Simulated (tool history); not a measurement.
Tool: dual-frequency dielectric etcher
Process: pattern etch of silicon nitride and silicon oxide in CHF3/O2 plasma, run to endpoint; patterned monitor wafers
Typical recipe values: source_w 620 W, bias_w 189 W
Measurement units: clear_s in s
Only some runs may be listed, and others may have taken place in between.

run    hour  source_w  bias_w  incoming incoming film thickness, nm  clear_s
  1       0       560     223                                 166.3    115.7
       13.8  -- wet clean of the chamber
  2    50.3       620     189                                 165.7    112.3
  3    98.6       620     162                                 165.5    122.2
  4   125.6       620     162                                 168.3      122
  5   171.1       620     162                                 166.2    122.9
  6   238.4       620     189                                 167.1    117.9
  7   317.8       620     170                                 165.4    119.7
  8   350.2       620     189                                 164.7    118.1
  9   381.5       620     189                                 165.2    118.8
      440.8  -- wet clean of the chamber
 10   514.3       620     223                                 166.2    109.1
 11   556.1       560     222                                 167.7    114.5
 12   616.2       620     153                                 166.5    124.9
      650.8  -- source power generator calibrated
      665.7  -- upper electrode replaced
 13   666.2       620     189                                 166.8    114.8
 14   677.1       680     145                                 165.4    122.1
 15   739.3       700     220                                 166.9    106.5
      745.7  -- bias power generator calibrated
 16   773.9       750     148                                   167    120.1
 17   834.6       550     144                                 164.7    138.5
      861.7  -- wet clean of the chamber
 18   880.7       680     189                                 166.5    109.2
 19   949.7       620     223                                 165.7    107.6
 20  1083.6       480     203                                 166.9    129.7

What if the next run were any one of these 4? Each begins from the tool's condition after run 20:
  A  1084.1       620     189                                   166        ?
  B  1084.1       570     149                                   166        ?
  C  1084.1       670     219                                   166        ?
  D  1084.1       720     217                                   166        ?

run  clear_s
  A    117.4
  B    133.7
  C      107
  D    103.8
Without the tool's unlogged condition, the same runs would have read:
run  clear_s
  A    114.1
  B      130
  C      104
  D    100.9
